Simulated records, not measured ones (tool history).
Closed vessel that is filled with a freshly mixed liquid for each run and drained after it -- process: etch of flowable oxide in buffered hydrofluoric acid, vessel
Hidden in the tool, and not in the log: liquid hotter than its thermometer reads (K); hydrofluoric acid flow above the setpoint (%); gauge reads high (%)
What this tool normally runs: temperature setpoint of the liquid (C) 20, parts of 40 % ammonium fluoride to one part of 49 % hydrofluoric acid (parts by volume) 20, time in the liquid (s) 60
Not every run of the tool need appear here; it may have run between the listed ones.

run,day,temperature setpoint of the liquid (C),parts of 40 % ammonium fluoride to one part of 49 % hydrofluoric acid (parts by volume),time in the liquid (s),wafers since the last listed run,hours since the thermometer was replaced,hours since the hydrofluoric acid flow meter was replaced,hours since the gauge calibration,"read-back film thickness of the flowable oxide reference wafer, read on the same gauge (nm)",thickness taken off the flowable oxide on a monitor wafer (angstrom)
1,0,20,20,45,0,1999.3,363.3,448.6,59.99,705.3
2,4.125,20,23.5,60,13826,2098.3,462.3,547.6,59.99,848.2
# day 7.288: hydrofluoric acid flow meter replaced
3,7.529,20,20,60,11270,2180,5.8,629.3,60.02,913.2
4,9.679,20,20,60,7206,2231.6,57.4,680.9,60.01,920.1
5,13.158,20,20,60,11661,2315.1,140.9,764.4,60,927.8
6,17.05,20,20,60,13044,2408.5,234.3,857.8,59.99,940.8
7,19.308,20,20,60,7569,2462.7,288.5,912,60,947.1
8,22.129,20,20,60,9455,2530.4,356.2,979.7,60,942.9
# day 23.017: gauge calibrated
9,24.208,22.5,20,60,6969,2580.3,406.1,28.6,60,1103.8
# day 26.808: hydrofluoric acid flow meter replaced
10,27.446,22.5,20,60,10712,2658,15.3,106.3,60,1053.3
11,28.988,22.5,20,60,5167,2695,52.3,143.3,60.02,1057.9
# day 30.742: thermometer replaced
12,33.033,20,20,60,13421,55,149.4,240.4,59.99,886.6
13,35.467,20,20,60,8156,113.4,207.8,298.8,60,886.9
14,37.408,20,20,90,6508,160,254.4,345.4,60,1353.1
15,40.55,24.5,20,60,10530,235.4,329.8,420.8,60.01,1160.5
16,43.488,17.5,20,80,9846,305.9,400.3,491.3,60,1056.5
# day 46.721: hydrofluoric acid flow meter replaced
17,47.212,17.5,20,60,12346,395.3,11.8,580.7,60,768
18,51.012,17,20,45,12737,486.5,103,671.9,60.01,562.5
19,54.792,20,20,75,12667,577.2,193.7,762.6,60.03,1122.3
# day 54.996: gauge calibrated
20,58.192,17,20,45,11396,658.8,275.3,76.7,60,576.7
21,60.083,20,20,35,6340,704.2,320.7,122.1,60,533.8
22,63.162,20,15.5,70,10321,778.1,394.6,196,59.99,1380.1
23,65,17,17.5,85,6159,822.2,438.7,240.1,60.01,1261.5
24,66.696,23,16,80,5684,862.9,479.4,280.8,60,1814.5
# day 70.246: hydrofluoric acid flow meter replaced
25,70.388,17,20,45,12234,951.5,3.4,369.4,60.01,567.9

Forecast each of these 5 alternatives for the next run:
A,70.417,20,20,80,97,952.2,4.1,370.1,?,?
B,70.417,20,20,30,97,952.2,4.1,370.1,?,?
C,70.417,22,20,30,97,952.2,4.1,370.1,?,?
D,70.417,20,22,60,97,952.2,4.1,370.1,?,?
E,70.417,24,25.5,85,97,952.2,4.1,370.1,?,?

run,"read-back film thickness of the flowable oxide reference wafer, read on the same gauge (nm)",thickness taken off the flowable oxide on a monitor wafer (angstrom)
A,60,1191.2
B,60,446.7
C,60,499.3
D,60,836.1
E,60,1335.4
What these runs would have given with no unlogged condition in the tool:
run,thickness taken off the flowable oxide on a monitor wafer (angstrom)
A,1171.6
B,439.4
C,491.2
D,822.8
E,1314.7
